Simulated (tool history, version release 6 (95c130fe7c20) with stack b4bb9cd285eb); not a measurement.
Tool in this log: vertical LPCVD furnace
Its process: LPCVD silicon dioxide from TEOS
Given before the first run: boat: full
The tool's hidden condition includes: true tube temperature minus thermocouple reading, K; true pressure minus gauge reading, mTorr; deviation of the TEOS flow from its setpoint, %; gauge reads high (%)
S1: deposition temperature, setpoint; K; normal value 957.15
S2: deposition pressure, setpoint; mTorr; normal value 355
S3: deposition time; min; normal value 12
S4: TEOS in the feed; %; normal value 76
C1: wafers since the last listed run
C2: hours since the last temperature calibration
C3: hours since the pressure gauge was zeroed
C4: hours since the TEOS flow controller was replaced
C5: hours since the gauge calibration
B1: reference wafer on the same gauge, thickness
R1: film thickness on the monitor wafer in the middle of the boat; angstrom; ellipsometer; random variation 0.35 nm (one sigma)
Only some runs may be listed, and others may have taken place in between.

run     day      S1   S2    S3  S4    C1      C2      C3      C4      C5     B1      R1
  1       0  957.15  355    12  76     0  2314.8   459.2  1784.4   664.9  74.17   732.1
  2   1.912  957.15  355    12  76   943  2360.7   505.1  1830.3   710.8   74.1   739.8
  3   6.388  957.15  355    12  76  2206  2468.1   612.5  1937.7   818.2  74.19   743.2
  4   8.983  957.15  385    12  76  1279  2530.4   674.8    2000   880.5   74.1     769
  5  11.229  957.15  355    12  76  1107  2584.3   728.7  2053.9   934.4  74.04   739.5
  6  13.108  957.15  355    12  76   926  2629.4   773.8    2099   979.5  74.24   743.7
  7  23.542  957.15  355    12  76  5144  2879.8  1024.2  2349.4  1229.9  74.25     747
  8  25.171  957.15  355    12  71   803  2918.9  1063.3  2388.5    1269  74.17   713.2
  9  28.404  957.15  355    12  71  1594  2996.5  1140.9  2466.1  1346.6  74.21   709.5
 10  32.904  957.15  355    12  76  2218  3104.5  1248.9  2574.1  1454.6   74.2   739.1
     34.796  -- TEOS flow controller replaced
 11  34.892  957.15  355    12  76   486  3152.2  1296.6     2.3  1502.3  74.19   738.6
 12  37.033  957.15  355    12  76  1056  3203.6    1348    53.7  1553.7  74.22     741
 13  41.162  957.15  355    12  76  2036  3302.7  1447.1   152.8  1652.8   74.2   741.7
     44.321  -- gauge calibrated
 14   44.85  957.15  355    13  76  1818  3391.2  1535.6   241.3    12.7  74.28   806.6
 15  49.862  957.15  355    12  76  2471  3511.5  1655.9   361.6     133  74.24   743.5
 16   54.15  969.15  355    12  76  2114  3614.4  1758.8   464.5   235.9  74.38   983.1
 17  56.696  957.15  355    12  76  1255  3675.5  1819.9   525.6     297  74.24   742.1
 18  59.283  949.15  355  15.5  81  1275  3737.6    1882   587.7   359.1  74.12   815.4
 19   63.65  957.15  355    12  76  2153  3842.4  1986.8   692.5   463.9  74.17   738.1
 20  67.154  957.15  355    12  76  1727  3926.5  2070.9   776.6     548  74.09   732.2
     71.458  -- pressure gauge zeroed
 21  71.479  957.15  430    17  83  1639  4030.3     0.5   880.4   651.8   74.1  1225.3
         74  -- thermocouples replaced and temperature profile calibrated
 22   74.95  957.15  355   9.5  70  1218    22.8    83.8   963.7   735.1  74.21   537.4
 23  78.079  957.15  355    12  76  1542    97.9   158.9  1038.8   810.2  74.16   713.9
 24  81.167  957.15  355    12  76  1522     172     233  1112.9   884.3  74.14     713
 25  84.842  952.15  355    12  76  1812   260.2   321.2  1201.1   972.5  74.22   630.7
 26  87.033  957.15  355   7.5  64  1080   312.8   373.8  1253.7  1025.1  74.23   408.6
 27  88.575  957.15  315    12  76   760   349.8   410.8  1290.7  1062.1  74.25     670
 28  90.646  957.15  355    14  82  1021   399.5   460.5  1340.4  1111.8  74.18   865.9
 29  93.942  962.15  355   9.5  76  1625   478.6   539.6  1419.5  1190.9  74.25   641.3

Predict each of these 4 candidate next runs independently; none follows another, all start after run 29:
  A  94.092  957.15  355  12  76  73  482.2  543.2  1423.1  1194.5   ?   ?
  B  94.092  947.15  355  12  76  73  482.2  543.2  1423.1  1194.5   ?   ?
  C  94.092  953.15  405  12  76  73  482.2  543.2  1423.1  1194.5   ?   ?
  D  94.092  957.15  355   8  76  73  482.2  543.2  1423.1  1194.5   ?   ?

run     B1     R1
  A  74.17  715.9
  B  74.17  561.5
  C  74.17  694.3
  D  74.17  477.3
Without the tool's unlogged condition, the same runs would have read:
run     R1
  A  709.9
  B  556.7
  C  688.4
  D  473.3
